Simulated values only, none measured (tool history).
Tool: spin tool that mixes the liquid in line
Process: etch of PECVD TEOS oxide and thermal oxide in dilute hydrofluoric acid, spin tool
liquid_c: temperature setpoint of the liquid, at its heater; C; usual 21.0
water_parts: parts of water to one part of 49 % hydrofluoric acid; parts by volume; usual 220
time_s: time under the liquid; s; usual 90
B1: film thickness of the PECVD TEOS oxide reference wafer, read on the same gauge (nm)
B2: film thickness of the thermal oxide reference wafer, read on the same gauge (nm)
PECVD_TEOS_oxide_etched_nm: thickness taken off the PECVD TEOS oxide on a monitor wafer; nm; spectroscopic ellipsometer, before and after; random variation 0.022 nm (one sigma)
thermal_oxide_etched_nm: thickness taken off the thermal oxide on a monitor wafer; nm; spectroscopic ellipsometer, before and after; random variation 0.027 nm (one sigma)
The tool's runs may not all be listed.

{"run": 1, "day": 0.0, "liquid_c": 21.0, "water_parts": 140, "time_s": 110, "B1": 50.01, "B2": 120.019, "PECVD_TEOS_oxide_etched_nm": 12.25, "thermal_oxide_etched_nm": 3.055}
{"run": 2, "day": 0.525, "liquid_c": 21.0, "water_parts": 140, "time_s": 110, "B1": 50.01, "B2": 120.0, "PECVD_TEOS_oxide_etched_nm": 12.2, "thermal_oxide_etched_nm": 2.983}
{"run": 3, "day": 1.692, "liquid_c": 21.0, "water_parts": 220, "time_s": 80, "B1": 50.04, "B2": 119.993, "PECVD_TEOS_oxide_etched_nm": 5.17, "thermal_oxide_etched_nm": 1.256}
{"run": 4, "day": 2.342, "liquid_c": 21.0, "water_parts": 220, "time_s": 80, "B1": 49.99, "B2": 120.016, "PECVD_TEOS_oxide_etched_nm": 5.21, "thermal_oxide_etched_nm": 1.284}
{"run": 5, "day": 3.35, "liquid_c": 21.0, "water_parts": 220, "time_s": 80, "B1": 50.01, "B2": 119.982, "PECVD_TEOS_oxide_etched_nm": 5.2, "thermal_oxide_etched_nm": 1.322}
{"run": 6, "day": 4.575, "liquid_c": 23.0, "water_parts": 220, "time_s": 90, "B1": 49.99, "B2": 119.963, "PECVD_TEOS_oxide_etched_nm": 6.29, "thermal_oxide_etched_nm": 1.552}
{"run": 7, "day": 6.008, "liquid_c": 21.0, "water_parts": 220, "time_s": 120, "B1": 49.99, "B2": 119.969, "PECVD_TEOS_oxide_etched_nm": 7.82, "thermal_oxide_etched_nm": 1.99}
{"run": 8, "day": 7.462, "liquid_c": 23.0, "water_parts": 290, "time_s": 50, "B1": 49.99, "B2": 120.001, "PECVD_TEOS_oxide_etched_nm": 2.45, "thermal_oxide_etched_nm": 0.617}
{"run": 9, "day": 8.071, "liquid_c": 21.0, "water_parts": 220, "time_s": 90, "B1": 50.01, "B2": 119.993, "PECVD_TEOS_oxide_etched_nm": 5.78, "thermal_oxide_etched_nm": 1.406}
{"run": 10, "day": 9.258, "liquid_c": 17.0, "water_parts": 315, "time_s": 40, "B1": 50.02, "B2": 119.978, "PECVD_TEOS_oxide_etched_nm": 1.42, "thermal_oxide_etched_nm": 0.35}
{"run": 11, "day": 10.008, "liquid_c": 21.0, "water_parts": 295, "time_s": 90, "B1": 50.0, "B2": 119.991, "PECVD_TEOS_oxide_etched_nm": 4.0, "thermal_oxide_etched_nm": 0.991}
{"run": 12, "day": 10.808, "liquid_c": 21.0, "water_parts": 220, "time_s": 90, "B1": 50.02, "B2": 120.0, "PECVD_TEOS_oxide_etched_nm": 5.77, "thermal_oxide_etched_nm": 1.417}
{"run": 13, "day": 12.138, "liquid_c": 22.5, "water_parts": 220, "time_s": 105, "B1": 49.98, "B2": 120.02, "PECVD_TEOS_oxide_etched_nm": 7.18, "thermal_oxide_etched_nm": 1.729}
{"day": 14.558, "done": "thermometer replaced"}
{"run": 14, "day": 16.012, "liquid_c": 24.0, "water_parts": 260, "time_s": 135, "B1": 50.02, "B2": 120.008, "PECVD_TEOS_oxide_etched_nm": 7.85, "thermal_oxide_etched_nm": 1.899}
{"run": 15, "day": 16.646, "liquid_c": 21.0, "water_parts": 220, "time_s": 90, "B1": 50.01, "B2": 119.984, "PECVD_TEOS_oxide_etched_nm": 5.79, "thermal_oxide_etched_nm": 1.379}
{"day": 17.283, "done": "gauge calibrated"}
{"run": 16, "day": 18.058, "liquid_c": 17.0, "water_parts": 220, "time_s": 90, "B1": 49.97, "B2": 120.014, "PECVD_TEOS_oxide_etched_nm": 4.96, "thermal_oxide_etched_nm": 1.223}
{"day": 18.458, "done": "hydrofluoric acid flow meter replaced"}
{"run": 17, "day": 19.433, "liquid_c": 19.0, "water_parts": 320, "time_s": 90, "B1": 49.98, "B2": 120.018, "PECVD_TEOS_oxide_etched_nm": 3.65, "thermal_oxide_etched_nm": 0.887}
{"run": 18, "day": 20.138, "liquid_c": 21.0, "water_parts": 220, "time_s": 90, "B1": 49.99, "B2": 119.994, "PECVD_TEOS_oxide_etched_nm": 6.29, "thermal_oxide_etched_nm": 1.53}
{"run": 19, "day": 21.3, "liquid_c": 23.5, "water_parts": 270, "time_s": 130, "B1": 50.0, "B2": 119.991, "PECVD_TEOS_oxide_etched_nm": 7.74, "thermal_oxide_etched_nm": 1.878}
{"run": 20, "day": 22.3, "liquid_c": 17.0, "water_parts": 325, "time_s": 90, "B1": 49.99, "B2": 120.007, "PECVD_TEOS_oxide_etched_nm": 3.34, "thermal_oxide_etched_nm": 0.802}
{"run": 21, "day": 23.558, "liquid_c": 25.5, "water_parts": 250, "time_s": 120, "B1": 49.99, "B2": 119.993, "PECVD_TEOS_oxide_etched_nm": 8.39, "thermal_oxide_etched_nm": 2.074}
{"run": 22, "day": 24.575, "liquid_c": 21.0, "water_parts": 220, "time_s": 90, "B1": 50.0, "B2": 119.99, "PECVD_TEOS_oxide_etched_nm": 6.29, "thermal_oxide_etched_nm": 1.523}
{"run": 23, "day": 25.096, "liquid_c": 21.0, "water_parts": 220, "time_s": 90, "B1": 50.02, "B2": 120.021, "PECVD_TEOS_oxide_etched_nm": 6.28, "thermal_oxide_etched_nm": 1.556}
{"run": 24, "day": 26.233, "liquid_c": 23.0, "water_parts": 190, "time_s": 125, "B1": 50.01, "B2": 119.992, "PECVD_TEOS_oxide_etched_nm": 11.2, "thermal_oxide_etched_nm": 2.718}
{"run": 25, "day": 27.433, "liquid_c": 21.0, "water_parts": 220, "time_s": 90, "B1": 50.03, "B2": 120.022, "PECVD_TEOS_oxide_etched_nm": 6.27, "thermal_oxide_etched_nm": 1.542}
{"run": 26, "day": 28.775, "liquid_c": 21.0, "water_parts": 220, "time_s": 90, "B1": 50.02, "B2": 119.981, "PECVD_TEOS_oxide_etched_nm": 6.24, "thermal_oxide_etched_nm": 1.567}

Forecast each of these 4 alternatives for the next run:
{"run": "A", "day": 28.792, "liquid_c": 23.5, "water_parts": 220, "time_s": 90, "B1": "?", "B2": "?", "PECVD_TEOS_oxide_etched_nm": "?", "thermal_oxide_etched_nm": "?"}
{"run": "B", "day": 28.792, "liquid_c": 21.0, "water_parts": 310, "time_s": 40, "B1": "?", "B2": "?", "PECVD_TEOS_oxide_etched_nm": "?", "thermal_oxide_etched_nm": "?"}
{"run": "C", "day": 28.792, "liquid_c": 24.5, "water_parts": 220, "time_s": 60, "B1": "?", "B2": "?", "PECVD_TEOS_oxide_etched_nm": "?", "thermal_oxide_etched_nm": "?"}
{"run": "D", "day": 28.792, "liquid_c": 24.5, "water_parts": 315, "time_s": 90, "B1": "?", "B2": "?", "PECVD_TEOS_oxide_etched_nm": "?", "thermal_oxide_etched_nm": "?"}

run=A B1=49.99 B2=120.025 PECVD_TEOS_oxide_etched_nm=6.88 thermal_oxide_etched_nm=1.717
run=B B1=49.99 B2=120.025 PECVD_TEOS_oxide_etched_nm=1.82 thermal_oxide_etched_nm=0.453
run=C B1=49.99 B2=120.025 PECVD_TEOS_oxide_etched_nm=4.76 thermal_oxide_etched_nm=1.187
run=D B1=49.99 B2=120.025 PECVD_TEOS_oxide_etched_nm=4.52 thermal_oxide_etched_nm=1.129
Without the tool's hidden state the same runs would have given:
run=A PECVD_TEOS_oxide_etched_nm=6.96 thermal_oxide_etched_nm=1.738
run=B PECVD_TEOS_oxide_etched_nm=1.84 thermal_oxide_etched_nm=0.459
run=C PECVD_TEOS_oxide_etched_nm=4.81 thermal_oxide_etched_nm=1.201
run=D PECVD_TEOS_oxide_etched_nm=4.58 thermal_oxide_etched_nm=1.143
